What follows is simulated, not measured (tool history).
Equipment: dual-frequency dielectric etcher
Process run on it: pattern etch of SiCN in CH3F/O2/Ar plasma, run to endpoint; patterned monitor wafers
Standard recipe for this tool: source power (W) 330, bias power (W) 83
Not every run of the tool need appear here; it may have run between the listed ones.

run    hour  source power (W)  bias power (W)  incoming incoming film thickness, nm  endpoint time (s)
  1       0               330              83                                   7.8               20.2
  2    45.4               330              83                                   7.8               20.4
  3    84.8               330              83                                   7.8               20.3
  4   133.3               330              83                                  7.76                 20
  5   188.2               330              83                                  7.83               20.3
      274.4  -- wet clean of the chamber
  6   274.9               330              83                                  7.75               19.4
  7     305               330              83                                  7.85               19.8
  8   349.1               270              77                                  7.78               22.2
  9   416.9               270              77                                  7.74               22.1
 10   557.4               270              77                                  7.75               22.2
 11   590.6               330              83                                  7.88               19.4
      649.4  -- wet clean of the chamber, repeated, since the last time left the tool worse
 12     662               330              83                                  7.79               20.8
 13   725.4               370              83                                  7.87               19.4
 14   761.3               370              83                                  7.71               19.4
 15   787.6               330              83                                  7.82               20.5
 16   813.1               260              74                                  7.84               24.2
      873.7  -- bias power generator calibrated
 17   946.1               330              83                                  7.82               20.5
 18   970.3               330              83                                  7.82               20.3
 19  1000.6               330              83                                  7.82               20.3
     1055.2  -- upper electrode replaced
 20  1055.7               250              64                                  7.75               25.9
 21  1099.3               370             101                                   7.8               17.7
     1174.1  -- wet clean of the chamber
 22  1174.6               270              68                                  7.88               24.7
 23    1237               360              75                                  7.83               20.5
 24  1300.5               380              92                                  7.83               18.3
     1369.6  -- source power generator calibrated
 25  1370.1               270              91                                  7.72               22.1
 26  1415.4               260             102                                  7.81               21.5
 27  1467.9               370              67                                  7.83               20.7
 28  1677.9               330              90                                  7.79               19.7
     1739.2  -- wet clean of the chamber
 29  1739.7               350              83                                  7.78               19.7

Same runs, no hidden state in the tool, same run-to-run variation:
Hidden conditions of the tool in this case: etch rate over this chamber's usual, %; source power that arrives over what is set, %; bias power that arrives over what is set, %.
run  endpoint time (s)
  1               20.5
  2               20.8
  3               20.7
  4               20.5
  5               20.9
  6               20.4
  7               20.8
  8               23.4
  9               23.4
 10               23.6
 11               20.7
 12               20.8
 13               19.5
 14               19.5
 15               20.6
 16               24.4
 17               20.8
 18               20.6
 19               20.6
 20               26.4
 21               18.1
 22               24.7
 23               20.6
 24               18.4
 25               22.3
 26               21.8
 27                 21
 28               20.2
 29               19.6

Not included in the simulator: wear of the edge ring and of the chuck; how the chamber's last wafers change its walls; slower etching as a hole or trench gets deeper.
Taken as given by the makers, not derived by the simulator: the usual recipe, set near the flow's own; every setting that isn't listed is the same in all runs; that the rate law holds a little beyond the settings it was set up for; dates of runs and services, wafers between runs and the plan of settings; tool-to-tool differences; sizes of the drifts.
